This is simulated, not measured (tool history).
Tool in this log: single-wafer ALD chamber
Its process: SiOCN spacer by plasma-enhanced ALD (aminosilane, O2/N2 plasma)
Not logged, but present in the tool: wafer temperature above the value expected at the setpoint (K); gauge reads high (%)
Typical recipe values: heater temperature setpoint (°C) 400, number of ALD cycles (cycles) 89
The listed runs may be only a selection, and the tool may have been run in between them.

run	hour	heater temperature setpoint (°C)	number of ALD cycles (cycles)	wafers since the last listed run	hours since the last thermocouple change	hours since the gauge calibration	read-back reference wafer on the same gauge, thickness_nm	mean film thickness on the monitor wafer (angstrom)
1	0	412	89	0	1089.8	17.5	5.136	49.3
2	15.3	412	89	61	1105.1	32.8	5.142	49.25
3	28.6	412	89	53	1118.4	46.1	5.137	48.96
4	46.4	400	89	71	1136.2	63.9	5.141	51.02
# hour 62.2: thermocouple changed; heater temperature recalibrated
5	62.7	400	89	33	0.5	80.2	5.137	50.81
6	66.5	400	102	15	4.3	84	5.133	58.66
7	84	400	78	70	21.8	101.5	5.135	44.74
8	92.2	404	78	32	30	109.7	5.139	44.15
9	100.3	400	89	32	38.1	117.8	5.141	51.33
10	111.6	414	94	45	49.4	129.1	5.142	51.52
11	119.4	389	104	31	57.2	136.9	5.142	59.62
12	126.8	407	74	29	64.6	144.3	5.136	41.59
13	133.9	390	101	28	71.7	151.4	5.14	57.96
# hour 145.2: gauge calibrated
14	182.5	400	100	195	120.3	37.3	5.143	57.39

For each run, what was the tool's unlogged condition?
wafer temperature above the value expected at the setpoint (K): 0 in every run
gauge reads high (%): 0 in every run
